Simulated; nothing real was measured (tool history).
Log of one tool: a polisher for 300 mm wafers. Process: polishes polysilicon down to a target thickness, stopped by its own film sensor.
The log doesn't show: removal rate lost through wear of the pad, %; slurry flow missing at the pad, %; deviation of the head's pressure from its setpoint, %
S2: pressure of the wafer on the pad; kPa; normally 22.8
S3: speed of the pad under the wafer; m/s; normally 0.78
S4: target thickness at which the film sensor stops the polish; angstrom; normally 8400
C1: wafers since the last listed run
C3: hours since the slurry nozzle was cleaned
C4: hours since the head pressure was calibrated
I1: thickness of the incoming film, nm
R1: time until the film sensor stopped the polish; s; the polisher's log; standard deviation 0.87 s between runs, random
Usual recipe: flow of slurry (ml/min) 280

{"run": 1, "hour": 0.0, "flow of slurry (ml/min)": 260, "S2": 25.5, "S3": 0.78, "S4": 8400, "C1": 0, "wafers polished on this pad": 1695, "C3": 151.5, "C4": 265.8, "I1": 1327.7, "R1": 70.7}
{"hour": 22.2, "done": "worn pad replaced by a new one"}
{"run": 2, "hour": 46.6, "flow of slurry (ml/min)": 280, "S2": 22.8, "S3": 0.78, "S4": 8400, "C1": 496, "wafers polished on this pad": 284, "C3": 198.1, "C4": 312.4, "I1": 1295.6, "R1": 70.2}
{"run": 3, "hour": 99.5, "flow of slurry (ml/min)": 280, "S2": 22.8, "S3": 0.78, "S4": 8400, "C1": 616, "wafers polished on this pad": 900, "C3": 251.0, "C4": 365.3, "I1": 1320.4, "R1": 72.1}
{"hour": 119.2, "done": "head pressure recalibrated"}
{"run": 4, "hour": 154.1, "flow of slurry (ml/min)": 280, "S2": 22.8, "S3": 0.7, "S4": 8400, "C1": 612, "wafers polished on this pad": 1513, "C3": 305.6, "C4": 34.9, "I1": 1321.8, "R1": 91.5}
{"run": 5, "hour": 180.9, "flow of slurry (ml/min)": 280, "S2": 22.8, "S3": 0.7, "S4": 8400, "C1": 312, "wafers polished on this pad": 1826, "C3": 332.4, "C4": 61.7, "I1": 1310.3, "R1": 88.9}
{"hour": 204.9, "done": "worn pad replaced by a new one"}
{"run": 6, "hour": 237.0, "flow of slurry (ml/min)": 280, "S2": 22.8, "S3": 0.7, "S4": 8400, "C1": 607, "wafers polished on this pad": 373, "C3": 388.5, "C4": 117.8, "I1": 1317.0, "R1": 88.0}
{"run": 7, "hour": 296.5, "flow of slurry (ml/min)": 350, "S2": 22.8, "S3": 0.96, "S4": 8400, "C1": 693, "wafers polished on this pad": 1067, "C3": 448.0, "C4": 177.3, "I1": 1293.1, "R1": 59.2}
{"run": 8, "hour": 337.3, "flow of slurry (ml/min)": 350, "S2": 22.8, "S3": 0.96, "S4": 8400, "C1": 475, "wafers polished on this pad": 1542, "C3": 488.8, "C4": 218.1, "I1": 1324.0, "R1": 62.3}
{"run": 9, "hour": 392.5, "flow of slurry (ml/min)": 350, "S2": 22.8, "S3": 0.96, "S4": 8400, "C1": 643, "wafers polished on this pad": 2185, "C3": 544.0, "C4": 273.3, "I1": 1312.3, "R1": 61.9}
{"hour": 415.2, "done": "worn pad replaced by a new one"}
{"hour": 447.4, "done": "head pressure recalibrated"}
{"run": 10, "hour": 482.4, "flow of slurry (ml/min)": 280, "S2": 22.8, "S3": 0.78, "S4": 8400, "C1": 977, "wafers polished on this pad": 760, "C3": 633.9, "C4": 35.0, "I1": 1291.0, "R1": 75.6}
{"run": 11, "hour": 552.4, "flow of slurry (ml/min)": 185, "S2": 22.8, "S3": 0.78, "S4": 7110, "C1": 815, "wafers polished on this pad": 1575, "C3": 703.9, "C4": 105.0, "I1": 1332.2, "R1": 108.6}
{"hour": 578.4, "done": "worn pad replaced by a new one"}
{"run": 12, "hour": 612.0, "flow of slurry (ml/min)": 280, "S2": 22.8, "S3": 0.78, "S4": 8400, "C1": 647, "wafers polished on this pad": 391, "C3": 763.5, "C4": 164.6, "I1": 1322.4, "R1": 77.8}
{"run": 13, "hour": 659.6, "flow of slurry (ml/min)": 280, "S2": 22.8, "S3": 0.78, "S4": 8400, "C1": 554, "wafers polished on this pad": 946, "C3": 811.1, "C4": 212.2, "I1": 1339.9, "R1": 79.9}
{"hour": 671.7, "done": "slurry nozzle cleaned"}
{"run": 14, "hour": 717.3, "flow of slurry (ml/min)": 280, "S2": 22.8, "S3": 1.0, "S4": 8400, "C1": 660, "wafers polished on this pad": 1606, "C3": 45.6, "C4": 269.9, "I1": 1293.8, "R1": 55.8}
{"run": 15, "hour": 757.4, "flow of slurry (ml/min)": 280, "S2": 22.8, "S3": 0.68, "S4": 7540, "C1": 467, "wafers polished on this pad": 2074, "C3": 85.7, "C4": 310.0, "I1": 1327.5, "R1": 103.4}
{"hour": 784.2, "done": "worn pad replaced by a new one"}
{"hour": 799.2, "done": "head pressure recalibrated"}
{"run": 16, "hour": 809.8, "flow of slurry (ml/min)": 280, "S2": 17.9, "S3": 0.78, "S4": 9180, "C1": 540, "wafers polished on this pad": 274, "C3": 138.1, "C4": 10.6, "I1": 1317.4, "R1": 85.7}
{"run": 17, "hour": 837.6, "flow of slurry (ml/min)": 280, "S2": 31.0, "S3": 0.78, "S4": 8400, "C1": 323, "wafers polished on this pad": 598, "C3": 165.9, "C4": 38.4, "I1": 1338.7, "R1": 59.7}
{"run": 18, "hour": 876.2, "flow of slurry (ml/min)": 280, "S2": 22.8, "S3": 0.78, "S4": 8400, "C1": 449, "wafers polished on this pad": 1048, "C3": 204.5, "C4": 77.0, "I1": 1314.9, "R1": 78.8}
{"run": 19, "hour": 923.0, "flow of slurry (ml/min)": 280, "S2": 22.8, "S3": 0.78, "S4": 8400, "C1": 545, "wafers polished on this pad": 1594, "C3": 251.3, "C4": 123.8, "I1": 1316.1, "R1": 79.6}
{"run": 20, "hour": 950.7, "flow of slurry (ml/min)": 250, "S2": 29.0, "S3": 0.78, "S4": 8400, "C1": 322, "wafers polished on this pad": 1916, "C3": 279.0, "C4": 151.5, "I1": 1299.4, "R1": 60.3}

Here are 4 independent what-if runs from the current tool condition. What would each one return?
{"run": "A", "hour": 951.1, "flow of slurry (ml/min)": 280, "S2": 22.8, "S3": 0.78, "S4": 9180, "C1": 4, "wafers polished on this pad": 1921, "C3": 279.4, "C4": 151.9, "I1": 1328.9, "R1": "?"}
{"run": "B", "hour": 951.1, "flow of slurry (ml/min)": 280, "S2": 22.8, "S3": 0.5, "S4": 7670, "C1": 4, "wafers polished on this pad": 1921, "C3": 279.4, "C4": 151.9, "I1": 1328.9, "R1": "?"}
{"run": "C", "hour": 951.1, "flow of slurry (ml/min)": 280, "S2": 22.8, "S3": 0.88, "S4": 9530, "C1": 4, "wafers polished on this pad": 1921, "C3": 279.4, "C4": 151.9, "I1": 1328.9, "R1": "?"}
{"run": "D", "hour": 951.1, "flow of slurry (ml/min)": 355, "S2": 22.8, "S3": 0.54, "S4": 8910, "C1": 4, "wafers polished on this pad": 1921, "C3": 279.4, "C4": 151.9, "I1": 1328.9, "R1": "?"}

run=A R1=68.6
run=B R1=146.3
run=C R1=55.6
run=D R1=103.5
With no hidden state in the tool, these same runs would have given:
run=A R1=67.5
run=B R1=144.1
run=C R1=54.8
run=D R1=102.0

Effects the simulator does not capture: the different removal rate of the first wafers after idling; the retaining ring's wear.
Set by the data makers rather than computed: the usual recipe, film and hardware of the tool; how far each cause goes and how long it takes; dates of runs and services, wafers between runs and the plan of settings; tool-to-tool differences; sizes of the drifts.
